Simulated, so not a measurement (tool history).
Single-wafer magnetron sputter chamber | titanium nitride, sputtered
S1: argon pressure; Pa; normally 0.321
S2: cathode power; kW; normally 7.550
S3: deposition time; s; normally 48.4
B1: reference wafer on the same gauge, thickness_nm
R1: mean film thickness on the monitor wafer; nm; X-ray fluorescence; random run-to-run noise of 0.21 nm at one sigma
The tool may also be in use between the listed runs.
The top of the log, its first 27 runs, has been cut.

Run 28, day 101.421: usual settings but S3 41.2 s; B1 68.982. Result: R1 59.624 nm.
Run 29, day 105.025: usual settings but S1 0.379 Pa, S2 8.500 kW, S3 39.6 s; B1 68.995. Result: R1 62.124 nm.
Run 30, day 113.846: usual settings but S1 0.401 Pa, S2 9.250 kW, S3 56.9 s; B1 69.282. Result: R1 93.986 nm.
Run 31, day 116.029: usual settings but S1 0.427 Pa, S2 8.000 kW; B1 69.195. Result: R1 71.764 nm.
At day 117.562: sputter target and shields replaced.
Run 32, day 118.779: usual settings; B1 69.271. Result: R1 70.667 nm.
Run 33, day 120.358: usual settings but S1 0.209 Pa, S2 8.700 kW, S3 54.1 s; B1 69.306. Result: R1 89.767 nm.
Run 34, day 125.929: usual settings but S1 0.391 Pa, S2 5.900 kW, S3 51.2 s; B1 69.411. Result: R1 62.665 nm.
Run 35, day 127.550: usual settings but S1 0.238 Pa, S2 8.600 kW; B1 69.416. Result: R1 79.405 nm.

Predict each of these 3 candidate next runs independently; none follows another, all start after run 35:
Run A, day 127.567: usual settings; B1 ?. Result: R1 ?.
Run B, day 127.567: usual settings but S3 40.4 s; B1 ?. Result: R1 ?.
Run C, day 127.567: usual settings but S1 0.247 Pa, S2 6.900 kW, S3 41.1 s; B1 ?. Result: R1 ?.

run      B1      R1
  A  69.449  71.224
  B  69.449  59.451
  C  69.449  57.883
Had the tool no hidden state, the same runs would have come out as:
run      R1
  A  69.306
  B  57.850
  C  56.324

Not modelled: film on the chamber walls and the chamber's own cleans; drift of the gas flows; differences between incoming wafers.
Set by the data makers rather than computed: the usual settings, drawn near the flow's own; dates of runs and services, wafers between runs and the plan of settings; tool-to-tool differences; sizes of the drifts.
